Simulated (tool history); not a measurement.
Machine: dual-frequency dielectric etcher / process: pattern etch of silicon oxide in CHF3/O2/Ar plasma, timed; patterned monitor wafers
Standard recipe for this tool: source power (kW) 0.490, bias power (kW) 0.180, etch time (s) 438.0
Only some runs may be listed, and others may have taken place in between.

run,day,source power (kW),bias power (kW),etch time (s),"read-back reference wafer on the same gauge, depth_nm",mean etch depth across the wafer (Å)
1,0.000,0.490,0.180,438.0,761.0,9003
2,0.417,0.490,0.180,438.0,761.0,8982
# day 1.396: gauge calibrated
# day 1.446: upper electrode replaced
3,1.467,0.490,0.180,438.0,760.9,9101
4,1.608,0.490,0.180,438.0,761.9,9068
5,2.262,0.490,0.180,438.0,760.4,9117
6,2.812,0.490,0.180,438.0,760.0,9042
7,3.379,0.490,0.180,438.0,761.5,9113
# day 4.117: source power generator calibrated
# day 4.383: wet clean of the chamber
8,4.404,0.490,0.180,438.0,760.5,8854
9,4.425,0.490,0.180,438.0,760.5,8830
10,4.717,0.560,0.217,479.5,761.1,11297
11,5.238,0.490,0.180,438.0,761.0,8809
12,5.496,0.490,0.180,554.0,759.9,11217
13,5.817,0.540,0.169,506.5,761.3,10308
14,6.154,0.490,0.156,438.0,760.9,8194
15,6.408,0.520,0.180,325.0,760.6,6726
# day 7.933: bias power generator calibrated
16,8.283,0.490,0.180,438.0,761.0,8955
17,8.788,0.380,0.163,438.0,761.5,7652
18,9.162,0.420,0.147,396.5,761.1,6802
19,9.867,0.410,0.180,331.0,761.4,6302
20,10.504,0.430,0.210,489.0,761.0,10361
21,10.983,0.490,0.180,542.0,761.0,11104
22,11.275,0.400,0.212,497.5,760.7,10310
23,11.983,0.610,0.180,343.5,761.2,7653
24,12.600,0.540,0.207,367.5,760.8,8447
25,12.854,0.490,0.180,438.0,761.7,9049
26,13.208,0.520,0.200,438.0,760.3,9797
27,13.671,0.490,0.180,438.0,760.8,9008
28,14.012,0.390,0.152,506.0,761.4,8694
29,15.617,0.400,0.152,438.0,761.2,7618
30,16.833,0.490,0.180,438.0,760.7,9148
31,17.308,0.490,0.180,438.0,761.8,9101

Measured less the same run without the tool's hidden state. The same run-to-run variation is in both; the gauge's scatter may not be:
Hidden state present: etch rate over this chamber's usual, %; source power that arrives over what is set, %; bias power that arrives over what is set, %; gauge reads high (%).
run,mean etch depth across the wafer (Å)
1,+241
2,+250
3,+278
4,+280
5,+296
6,+307
7,+322
8,+45
9,+46
10,+67
11,+64
12,+89
13,+91
14,+80
15,+70
16,+137
17,+127
18,+120
19,+122
20,+218
21,+247
22,+237
23,+190
24,+222
25,+244
26,+273
27,+261
28,+260
29,+258
30,+338
31,+347
